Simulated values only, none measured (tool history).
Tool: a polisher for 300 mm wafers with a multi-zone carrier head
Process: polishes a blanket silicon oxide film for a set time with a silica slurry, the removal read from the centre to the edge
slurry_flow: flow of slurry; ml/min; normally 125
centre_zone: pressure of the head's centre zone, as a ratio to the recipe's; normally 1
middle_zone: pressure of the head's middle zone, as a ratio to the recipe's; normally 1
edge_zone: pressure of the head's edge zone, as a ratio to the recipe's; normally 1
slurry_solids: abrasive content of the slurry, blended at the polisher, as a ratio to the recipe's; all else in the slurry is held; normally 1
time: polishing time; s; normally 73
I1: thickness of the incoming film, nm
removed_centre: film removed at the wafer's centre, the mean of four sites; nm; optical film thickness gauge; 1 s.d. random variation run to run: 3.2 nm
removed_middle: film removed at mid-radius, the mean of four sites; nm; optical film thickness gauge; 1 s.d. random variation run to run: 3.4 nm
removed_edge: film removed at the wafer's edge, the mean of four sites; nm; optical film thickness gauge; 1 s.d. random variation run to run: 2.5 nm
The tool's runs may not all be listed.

{"run": 1, "hour": 0.0, "slurry_flow": 140, "centre_zone": 1, "middle_zone": 1, "edge_zone": 1, "slurry_solids": 1, "time": 73, "I1": 1838.4, "removed_centre": 216.4, "removed_middle": 218.7, "removed_edge": 223.9}
{"run": 2, "hour": 81.0, "slurry_flow": 125, "centre_zone": 1, "middle_zone": 1, "edge_zone": 1, "slurry_solids": 1, "time": 73, "I1": 1830.3, "removed_centre": 203.3, "removed_middle": 212.3, "removed_edge": 214.4}
{"run": 3, "hour": 127.0, "slurry_flow": 125, "centre_zone": 1, "middle_zone": 1, "edge_zone": 1, "slurry_solids": 1, "time": 64, "I1": 1807.8, "removed_centre": 181.2, "removed_middle": 183.7, "removed_edge": 186.7}
{"run": 4, "hour": 207.8, "slurry_flow": 125, "centre_zone": 1, "middle_zone": 1, "edge_zone": 1, "slurry_solids": 1, "time": 90, "I1": 1823.4, "removed_centre": 248.9, "removed_middle": 254, "removed_edge": 262.6}
{"run": 5, "hour": 282.8, "slurry_flow": 125, "centre_zone": 1, "middle_zone": 1, "edge_zone": 1, "slurry_solids": 1, "time": 90, "I1": 1780.9, "removed_centre": 243, "removed_middle": 257.7, "removed_edge": 265}
{"hour": 379.9, "done": "slurry nozzle cleaned"}
{"run": 6, "hour": 380.8, "slurry_flow": 125, "centre_zone": 1, "middle_zone": 1, "edge_zone": 1, "slurry_solids": 1.15, "time": 73, "I1": 1827.6, "removed_centre": 240.6, "removed_middle": 250.6, "removed_edge": 240.2}
{"hour": 419.9, "done": "worn pad replaced by a new one"}
{"run": 7, "hour": 487.1, "slurry_flow": 125, "centre_zone": 1.05, "middle_zone": 0.96, "edge_zone": 1, "slurry_solids": 1, "time": 73, "I1": 1825.6, "removed_centre": 229.9, "removed_middle": 213.9, "removed_edge": 229.7}
{"run": 8, "hour": 569.8, "slurry_flow": 125, "centre_zone": 1, "middle_zone": 1.12, "edge_zone": 1, "slurry_solids": 0.8, "time": 73, "I1": 1822.6, "removed_centre": 195.6, "removed_middle": 217.1, "removed_edge": 204.7}
{"run": 9, "hour": 664.9, "slurry_flow": 125, "centre_zone": 1, "middle_zone": 1, "edge_zone": 1, "slurry_solids": 1.2, "time": 73, "I1": 1788.6, "removed_centre": 220.7, "removed_middle": 225.5, "removed_edge": 233.2}
{"run": 10, "hour": 729.7, "slurry_flow": 125, "centre_zone": 1, "middle_zone": 1, "edge_zone": 0.95, "slurry_solids": 0.75, "time": 73, "I1": 1855.7, "removed_centre": 182.8, "removed_middle": 190.3, "removed_edge": 189.6}
{"run": 11, "hour": 833.0, "slurry_flow": 125, "centre_zone": 1, "middle_zone": 1, "edge_zone": 0.95, "slurry_solids": 0.8, "time": 73, "I1": 1792.4, "removed_centre": 184.2, "removed_middle": 189, "removed_edge": 188.9}
{"hour": 879.8, "done": "worn pad replaced by a new one"}
{"hour": 896.5, "done": "edge zone pressure recalibrated"}
{"hour": 924.8, "done": "carrier head's membrane replaced by a new one"}
{"run": 12, "hour": 965.1, "slurry_flow": 125, "centre_zone": 0.89, "middle_zone": 1, "edge_zone": 1, "slurry_solids": 1, "time": 73, "I1": 1826.1, "removed_centre": 176.5, "removed_middle": 204.7, "removed_edge": 215.3}
{"run": 13, "hour": 1011.1, "slurry_flow": 125, "centre_zone": 1, "middle_zone": 1, "edge_zone": 1, "slurry_solids": 1, "time": 73, "I1": 1794.7, "removed_centre": 202.9, "removed_middle": 209.4, "removed_edge": 211.7}
{"hour": 1044.2, "done": "slurry nozzle cleaned"}
{"run": 14, "hour": 1084.5, "slurry_flow": 125, "centre_zone": 1, "middle_zone": 1, "edge_zone": 1, "slurry_solids": 1, "time": 64, "I1": 1825, "removed_centre": 200, "removed_middle": 202, "removed_edge": 199.5}
{"run": 15, "hour": 1247.8, "slurry_flow": 125, "centre_zone": 0.96, "middle_zone": 1.06, "edge_zone": 1, "slurry_solids": 1, "time": 73, "I1": 1839.2, "removed_centre": 200.3, "removed_middle": 227.6, "removed_edge": 217.2}
{"run": 16, "hour": 1345.4, "slurry_flow": 125, "centre_zone": 1, "middle_zone": 1, "edge_zone": 1, "slurry_solids": 1, "time": 73, "I1": 1804.6, "removed_centre": 209.2, "removed_middle": 215.8, "removed_edge": 214.2}
{"hour": 1366.5, "done": "worn pad replaced by a new one"}
{"run": 17, "hour": 1409.0, "slurry_flow": 125, "centre_zone": 1, "middle_zone": 1, "edge_zone": 1, "slurry_solids": 1.1, "time": 73, "I1": 1820.3, "removed_centre": 213.3, "removed_middle": 216.7, "removed_edge": 224.2}
{"hour": 1416.8, "done": "centre zone pressure recalibrated"}
{"run": 18, "hour": 1481.3, "slurry_flow": 145, "centre_zone": 0.89, "middle_zone": 1, "edge_zone": 1, "slurry_solids": 0.9, "time": 59, "I1": 1852.2, "removed_centre": 141.7, "removed_middle": 162.5, "removed_edge": 169.1}
{"run": 19, "hour": 1574.0, "slurry_flow": 125, "centre_zone": 1.1, "middle_zone": 0.95, "edge_zone": 1, "slurry_solids": 1, "time": 59, "I1": 1814.7, "removed_centre": 180.6, "removed_middle": 160.5, "removed_edge": 170.7}
{"hour": 1622.8, "done": "slurry nozzle cleaned"}
{"run": 20, "hour": 1885.1, "slurry_flow": 155, "centre_zone": 1.1, "middle_zone": 1, "edge_zone": 0.9, "slurry_solids": 1, "time": 73, "I1": 1823.6, "removed_centre": 247.6, "removed_middle": 227.6, "removed_edge": 215.8}
{"hour": 1895.6, "done": "worn pad replaced by a new one"}
{"hour": 1935.2, "done": "edge zone pressure recalibrated"}
{"run": 21, "hour": 1988.4, "slurry_flow": 125, "centre_zone": 1.1, "middle_zone": 0.93, "edge_zone": 1, "slurry_solids": 1, "time": 80, "I1": 1810, "removed_centre": 250, "removed_middle": 218.2, "removed_edge": 239.2}

Alternative continuations, all from the tool just after run 21; predict every row:
{"run": "A", "hour": 1988.9, "slurry_flow": 125, "centre_zone": 1, "middle_zone": 1, "edge_zone": 1, "slurry_solids": 1, "time": 85, "I1": 1810.8, "removed_centre": "?", "removed_middle": "?", "removed_edge": "?"}
{"run": "B", "hour": 1988.9, "slurry_flow": 125, "centre_zone": 1, "middle_zone": 1, "edge_zone": 1, "slurry_solids": 0.75, "time": 73, "I1": 1810.8, "removed_centre": "?", "removed_middle": "?", "removed_edge": "?"}
{"run": "C", "hour": 1988.9, "slurry_flow": 125, "centre_zone": 1, "middle_zone": 1.11, "edge_zone": 0.96, "slurry_solids": 0.75, "time": 73, "I1": 1810.8, "removed_centre": "?", "removed_middle": "?", "removed_edge": "?"}
{"run": "D", "hour": 1988.9, "slurry_flow": 135, "centre_zone": 1.06, "middle_zone": 1.05, "edge_zone": 1, "slurry_solids": 1, "time": 54, "I1": 1810.8, "removed_centre": "?", "removed_middle": "?", "removed_edge": "?"}

run=A removed_centre=237.7 removed_middle=246.9 removed_edge=253.9
run=B removed_centre=181.7 removed_middle=188.7 removed_edge=194.1
run=C removed_centre=181.9 removed_middle=206.2 removed_edge=190
run=D removed_centre=164.4 removed_middle=167 removed_edge=163.6
With no hidden state in the tool, these same runs would have given:
run=A removed_centre=265.6 removed_middle=271.7 removed_edge=271.1
run=B removed_centre=203 removed_middle=207.7 removed_edge=207.2
run=C removed_centre=203.1 removed_middle=227 removed_edge=202.9
run=D removed_centre=182.2 removed_middle=182.7 removed_edge=174
